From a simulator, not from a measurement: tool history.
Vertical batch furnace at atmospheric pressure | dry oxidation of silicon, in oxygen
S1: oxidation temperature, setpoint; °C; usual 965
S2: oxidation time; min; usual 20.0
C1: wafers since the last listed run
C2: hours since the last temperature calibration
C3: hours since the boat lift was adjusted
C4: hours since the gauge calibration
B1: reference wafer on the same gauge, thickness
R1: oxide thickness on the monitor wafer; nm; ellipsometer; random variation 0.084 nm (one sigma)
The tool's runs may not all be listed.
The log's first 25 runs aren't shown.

run,hour,S1,S2,C1,C2,C3,C4,B1,R1
26,598.8,965,20.0,347,67.0,1748.0,49.1,27.09,22.96
# hour 649.5: boat lift adjusted
27,650.0,965,20.0,481,118.2,0.5,100.3,27.09,23.60
28,665.0,943,15.0,265,133.2,15.5,115.3,27.10,16.01
29,698.6,965,20.0,595,166.8,49.1,148.9,27.10,23.56
30,734.3,987,16.0,632,202.5,84.8,184.6,27.11,24.31
31,762.0,965,20.0,490,230.2,112.5,212.3,27.09,23.42
32,798.0,985,26.0,637,266.2,148.5,248.3,27.09,33.06
33,822.1,965,20.0,426,290.3,172.6,272.4,27.07,23.26
34,842.1,951,11.0,354,310.3,192.6,292.4,27.11,13.79
35,917.5,965,20.0,1335,385.7,268.0,367.8,27.11,23.34
36,929.9,955,20.0,219,398.1,280.4,380.2,27.09,21.53
37,959.4,958,20.0,522,427.6,309.9,409.7,27.09,22.05
38,976.9,955,17.5,309,445.1,327.4,427.2,27.10,19.58
39,1009.5,946,26.5,577,477.7,360.0,459.8,27.11,24.04
40,1070.7,990,26.0,1083,538.9,421.2,521.0,27.09,33.97

3 ways to go on from here, each from the tool as it stands after run 40. What would each give?
A,1074.1,965,20.0,60,542.3,424.6,524.4,?,?
B,1074.1,990,11.0,60,542.3,424.6,524.4,?,?
C,1074.1,982,15.5,60,542.3,424.6,524.4,?,?

run,B1,R1
A,27.13,23.28
B,27.13,19.14
C,27.13,22.58
Without the tool's hidden state the same runs would have given:
run,R1
A,23.70
B,19.46
C,22.96

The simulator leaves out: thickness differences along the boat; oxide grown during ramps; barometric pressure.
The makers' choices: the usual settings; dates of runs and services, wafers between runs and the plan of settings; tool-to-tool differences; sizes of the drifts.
